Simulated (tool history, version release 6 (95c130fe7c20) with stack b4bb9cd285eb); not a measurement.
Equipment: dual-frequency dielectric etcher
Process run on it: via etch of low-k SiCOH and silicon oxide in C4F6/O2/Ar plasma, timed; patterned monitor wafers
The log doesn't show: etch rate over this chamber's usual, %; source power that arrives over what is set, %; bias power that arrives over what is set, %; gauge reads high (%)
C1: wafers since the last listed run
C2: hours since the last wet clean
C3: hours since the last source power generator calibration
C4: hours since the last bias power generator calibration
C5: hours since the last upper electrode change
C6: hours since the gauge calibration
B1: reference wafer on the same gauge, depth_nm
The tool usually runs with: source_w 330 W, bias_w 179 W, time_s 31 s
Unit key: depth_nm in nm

{"run": 1, "hour": 0.0, "source_w": 330, "bias_w": 179, "time_s": 38, "C1": 0, "C2": 279.5, "C3": 3384.2, "C4": 2109.6, "C5": 3951, "C6": 681.9, "B1": 71, "depth_nm": 87.6}
{"run": 2, "hour": 16.6, "source_w": 330, "bias_w": 179, "time_s": 31, "C1": 179, "C2": 296.1, "C3": 3400.8, "C4": 2126.2, "C5": 3967.6, "C6": 698.5, "B1": 70.9, "depth_nm": 72.1}
{"hour": 47.6, "done": "gauge calibrated"}
{"run": 3, "hour": 48.3, "source_w": 330, "bias_w": 179, "time_s": 31, "C1": 343, "C2": 327.8, "C3": 3432.5, "C4": 2157.9, "C5": 3999.3, "C6": 0.7, "B1": 70.9, "depth_nm": 72.9}
{"run": 4, "hour": 62.0, "source_w": 300, "bias_w": 179, "time_s": 31, "C1": 148, "C2": 341.5, "C3": 3446.2, "C4": 2171.6, "C5": 4013, "C6": 14.4, "B1": 70.9, "depth_nm": 71.1}
{"run": 5, "hour": 91.8, "source_w": 300, "bias_w": 179, "time_s": 31, "C1": 322, "C2": 371.3, "C3": 3476, "C4": 2201.4, "C5": 4042.8, "C6": 44.2, "B1": 70.8, "depth_nm": 70.5}
{"run": 6, "hour": 112.9, "source_w": 330, "bias_w": 179, "time_s": 31, "C1": 228, "C2": 392.4, "C3": 3497.1, "C4": 2222.5, "C5": 4063.9, "C6": 65.3, "B1": 70.9, "depth_nm": 72.6}
{"hour": 160.4, "done": "wet clean of the chamber"}
{"run": 7, "hour": 160.9, "source_w": 330, "bias_w": 179, "time_s": 37.5, "C1": 259, "C2": 0.5, "C3": 3545.1, "C4": 2270.5, "C5": 4111.9, "C6": 113.3, "B1": 70.9, "depth_nm": 84.6}
{"run": 8, "hour": 185.3, "source_w": 330, "bias_w": 179, "time_s": 31, "C1": 264, "C2": 24.9, "C3": 3569.5, "C4": 2294.9, "C5": 4136.3, "C6": 137.7, "B1": 70.9, "depth_nm": 69.7}
{"hour": 239.4, "done": "upper electrode replaced, of another model than before"}
{"run": 9, "hour": 239.9, "source_w": 330, "bias_w": 179, "time_s": 31, "C1": 331, "C2": 79.5, "C3": 3624.1, "C4": 2349.5, "C5": 0.5, "C6": 192.3, "B1": 70.9, "depth_nm": 70.4}
{"run": 10, "hour": 240.3, "source_w": 330, "bias_w": 179, "time_s": 31, "C1": 4, "C2": 79.9, "C3": 3624.5, "C4": 2349.9, "C5": 0.9, "C6": 192.7, "B1": 70.9, "depth_nm": 70.2}
{"run": 11, "hour": 246.1, "source_w": 330, "bias_w": 179, "time_s": 31, "C1": 62, "C2": 85.7, "C3": 3630.3, "C4": 2355.7, "C5": 6.7, "C6": 198.5, "B1": 70.9, "depth_nm": 70.6}
{"run": 12, "hour": 275.4, "source_w": 250, "bias_w": 179, "time_s": 33.5, "C1": 317, "C2": 115, "C3": 3659.6, "C4": 2385, "C5": 36, "C6": 227.8, "B1": 70.8, "depth_nm": 74.1}
{"run": 13, "hour": 295.3, "source_w": 400, "bias_w": 138, "time_s": 31, "C1": 215, "C2": 134.9, "C3": 3679.5, "C4": 2404.9, "C5": 55.9, "C6": 247.7, "B1": 70.9, "depth_nm": 67.7}
{"run": 14, "hour": 319.1, "source_w": 330, "bias_w": 192, "time_s": 37, "C1": 257, "C2": 158.7, "C3": 3703.3, "C4": 2428.7, "C5": 79.7, "C6": 271.5, "B1": 71, "depth_nm": 87}
{"run": 15, "hour": 340.6, "source_w": 380, "bias_w": 204, "time_s": 27, "C1": 232, "C2": 180.2, "C3": 3724.8, "C4": 2450.2, "C5": 101.2, "C6": 293, "B1": 71, "depth_nm": 65.9}
{"run": 16, "hour": 374.0, "source_w": 380, "bias_w": 179, "time_s": 31, "C1": 361, "C2": 213.6, "C3": 3758.2, "C4": 2483.6, "C5": 134.6, "C6": 326.4, "B1": 70.9, "depth_nm": 73}
{"hour": 390.8, "done": "source power generator calibrated"}
{"run": 17, "hour": 393.2, "source_w": 260, "bias_w": 194, "time_s": 36, "C1": 164, "C2": 232.8, "C3": 2.4, "C4": 2502.8, "C5": 153.8, "C6": 345.6, "B1": 70.7, "depth_nm": 83.2}
{"run": 18, "hour": 411.6, "source_w": 300, "bias_w": 211, "time_s": 40.5, "C1": 199, "C2": 251.2, "C3": 20.8, "C4": 2521.2, "C5": 172.2, "C6": 364, "B1": 70.9, "depth_nm": 97}
{"run": 19, "hour": 426.6, "source_w": 330, "bias_w": 199, "time_s": 31, "C1": 162, "C2": 266.2, "C3": 35.8, "C4": 2536.2, "C5": 187.2, "C6": 379, "B1": 70.9, "depth_nm": 75}
{"run": 20, "hour": 453.2, "source_w": 330, "bias_w": 179, "time_s": 31, "C1": 287, "C2": 292.8, "C3": 62.4, "C4": 2562.8, "C5": 213.8, "C6": 405.6, "B1": 71, "depth_nm": 72.3}
{"run": 21, "hour": 468.3, "source_w": 330, "bias_w": 179, "time_s": 31, "C1": 163, "C2": 307.9, "C3": 77.5, "C4": 2577.9, "C5": 228.9, "C6": 420.7, "B1": 70.9, "depth_nm": 72.4}
{"hour": 484.0, "done": "bias power generator calibrated"}
{"run": 22, "hour": 497.7, "source_w": 400, "bias_w": 163, "time_s": 28.5, "C1": 274, "C2": 337.3, "C3": 106.9, "C4": 13.7, "C5": 258.3, "C6": 450.1, "B1": 70.9, "depth_nm": 66.9}
{"run": 23, "hour": 509.7, "source_w": 330, "bias_w": 179, "time_s": 31, "C1": 129, "C2": 349.3, "C3": 118.9, "C4": 25.7, "C5": 270.3, "C6": 462.1, "B1": 70.8, "depth_nm": 73}
{"run": 24, "hour": 531.8, "source_w": 360, "bias_w": 179, "time_s": 28, "C1": 239, "C2": 371.4, "C3": 141, "C4": 47.8, "C5": 292.4, "C6": 484.2, "B1": 70.8, "depth_nm": 66.5}
{"hour": 586.6, "done": "wet clean of the chamber"}
{"run": 25, "hour": 587.1, "source_w": 410, "bias_w": 199, "time_s": 31, "C1": 338, "C2": 0.5, "C3": 196.3, "C4": 103.1, "C5": 347.7, "C6": 539.5, "B1": 71, "depth_nm": 74.7}
{"run": 26, "hour": 587.4, "source_w": 330, "bias_w": 179, "time_s": 31, "C1": 3, "C2": 0.8, "C3": 196.6, "C4": 103.4, "C5": 348, "C6": 539.8, "B1": 71, "depth_nm": 70.5}
{"run": 27, "hour": 600.4, "source_w": 350, "bias_w": 179, "time_s": 31, "C1": 140, "C2": 13.8, "C3": 209.6, "C4": 116.4, "C5": 361, "C6": 552.8, "B1": 70.9, "depth_nm": 70.7}
{"run": 28, "hour": 631.7, "source_w": 300, "bias_w": 199, "time_s": 24.5, "C1": 338, "C2": 45.1, "C3": 240.9, "C4": 147.7, "C5": 392.3, "C6": 584.1, "B1": 70.9, "depth_nm": 56.9}
{"run": 29, "hour": 667.0, "source_w": 300, "bias_w": 211, "time_s": 40.5, "C1": 381, "C2": 80.4, "C3": 276.2, "C4": 183, "C5": 427.6, "C6": 619.4, "B1": 70.9, "depth_nm": 96.4}
{"run": 30, "hour": 693.7, "source_w": 400, "bias_w": 148, "time_s": 37, "C1": 288, "C2": 107.1, "C3": 302.9, "C4": 209.7, "C5": 454.3, "C6": 646.1, "B1": 71, "depth_nm": 82}
{"run": 31, "hour": 707.2, "source_w": 360, "bias_w": 220, "time_s": 31, "C1": 146, "C2": 120.6, "C3": 316.4, "C4": 223.2, "C5": 467.8, "C6": 659.6, "B1": 70.9, "depth_nm": 76.6}

Each row is a separate what-if for the run after 31, all from the same tool condition, not one after another. Results?
{"run": "A", "hour": 707.6, "source_w": 330, "bias_w": 166, "time_s": 31, "C1": 4, "C2": 121, "C3": 316.8, "C4": 223.6, "C5": 468.2, "C6": 660, "B1": "?", "depth_nm": "?"}
{"run": "B", "hour": 707.6, "source_w": 390, "bias_w": 179, "time_s": 31, "C1": 4, "C2": 121, "C3": 316.8, "C4": 223.6, "C5": 468.2, "C6": 660, "B1": "?", "depth_nm": "?"}
{"run": "C", "hour": 707.6, "source_w": 350, "bias_w": 179, "time_s": 36.5, "C1": 4, "C2": 121, "C3": 316.8, "C4": 223.6, "C5": 468.2, "C6": 660, "B1": "?", "depth_nm": "?"}

run=A B1=70.8 depth_nm=69.7
run=B B1=70.8 depth_nm=72.9
run=C B1=70.8 depth_nm=84.5
The same runs, with their run-to-run variation unchanged, on a tool lacking any hidden condition would have given:
run=A depth_nm=68.5
run=B depth_nm=71.7
run=C depth_nm=83.1
